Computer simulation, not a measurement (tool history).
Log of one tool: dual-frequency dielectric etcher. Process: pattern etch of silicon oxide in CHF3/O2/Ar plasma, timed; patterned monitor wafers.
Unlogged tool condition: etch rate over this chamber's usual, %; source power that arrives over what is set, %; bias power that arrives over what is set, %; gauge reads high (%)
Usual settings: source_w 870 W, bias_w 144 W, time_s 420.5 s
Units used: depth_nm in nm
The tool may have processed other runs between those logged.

run   hour  source_w  bias_w  time_s  wafers since the last listed run  hours since the last wet clean  hours since the last source power generator calibration  hours since the last bias power generator calibration  hours since the last upper electrode change  hours since the gauge calibration  read-back reference wafer on the same gauge, depth_nm  depth_nm
  1      0       870     144   420.5                                 0                           380.8                                                   2840.7                                                   4761                                       2953.5                              530.9                                                  865.3     897.1
  2   16.8       920     144   420.5                                64                           397.6                                                   2857.5                                                 4777.8                                       2970.3                              547.7                                                  867.1     924.7
  3   32.5       920     144   420.5                                60                           413.3                                                   2873.2                                                 4793.5                                         2986                              563.4                                                  866.5     912.5
      41.4  -- gauge calibrated
  4   45.5       870     144   420.5                                50                           426.3                                                   2886.2                                                 4806.5                                         2999                                4.1                                                  863.9     897.9
  5   56.8       870     144   420.5                                43                           437.6                                                   2897.5                                                 4817.8                                       3010.3                               15.4                                                  864.9     889.9
      87.4  -- wet clean of the chamber
  6   87.9       810     144   420.5                                27                             0.5                                                   2928.6                                                 4848.9                                       3041.4                               46.5                                                  865.2     893.8
  7   88.3       810     144   420.5                                 1                             0.9                                                     2929                                                 4849.3                                       3041.8                               46.9                                                  867.9     898.8
  8     94       980     169   420.5                                22                             6.6                                                   2934.7                                                   4855                                       3047.5                               52.6                                                  865.1    1006.3
  9    102       980     169   420.5                                30                            14.6                                                   2942.7                                                   4863                                       3055.5                               60.6                                                  865.6    1002.7
 10  114.9       980     169   420.5                                49                            27.5                                                   2955.6                                                 4875.9                                       3068.4                               73.5                                                  864.9    1008.3
 11  131.7       740     144   420.5                                64                            44.3                                                   2972.4                                                 4892.7                                       3085.2                               90.3                                                  866.4       868
     148.2  -- bias power generator calibrated
 12  148.7       960     113     388                                50                            61.3                                                   2989.4                                                    0.5                                       3102.2                              107.3                                                  865.3     816.3
 13  162.7       770     144   420.5                                54                            75.3                                                   3003.4                                                   14.5                                       3116.2                              121.3                                                  865.8       886
     224.9  -- upper electrode replaced
 14  225.4      1040     178   420.5                               149                             138                                                   3066.1                                                   77.2                                          0.5                                184                                                  866.5    1019.6
 15  225.9       870     144   420.5                                 1                           138.5                                                   3066.6                                                   77.7                                            1                              184.5                                                  866.4     919.2
     233.1  -- source power generator calibrated
 16  239.9       780     144   379.5                                38                           152.5                                                      6.8                                                   91.7                                           15                              198.5                                                  867.3     795.5
 17  253.8       960     144   420.5                                53                           166.4                                                     20.7                                                  105.6                                         28.9                              212.4                                                  866.1     951.5
 18  262.2       870     144   420.5                                32                           174.8                                                     29.1                                                    114                                         37.3                              220.8                                                  866.5     912.9

Run 19, settings as shown, results not yet in. Your forecast:
 19  277.5       680     160     306                                59                           190.1                                                     44.4                                                  129.3                                         52.6                              236.1                                                      ?         ?

Run 19 measured read-back reference wafer on the same gauge, depth_nm 867.1, depth_nm 635 nm.
Without the tool's hidden state the same run would have given depth_nm 650.3 nm.

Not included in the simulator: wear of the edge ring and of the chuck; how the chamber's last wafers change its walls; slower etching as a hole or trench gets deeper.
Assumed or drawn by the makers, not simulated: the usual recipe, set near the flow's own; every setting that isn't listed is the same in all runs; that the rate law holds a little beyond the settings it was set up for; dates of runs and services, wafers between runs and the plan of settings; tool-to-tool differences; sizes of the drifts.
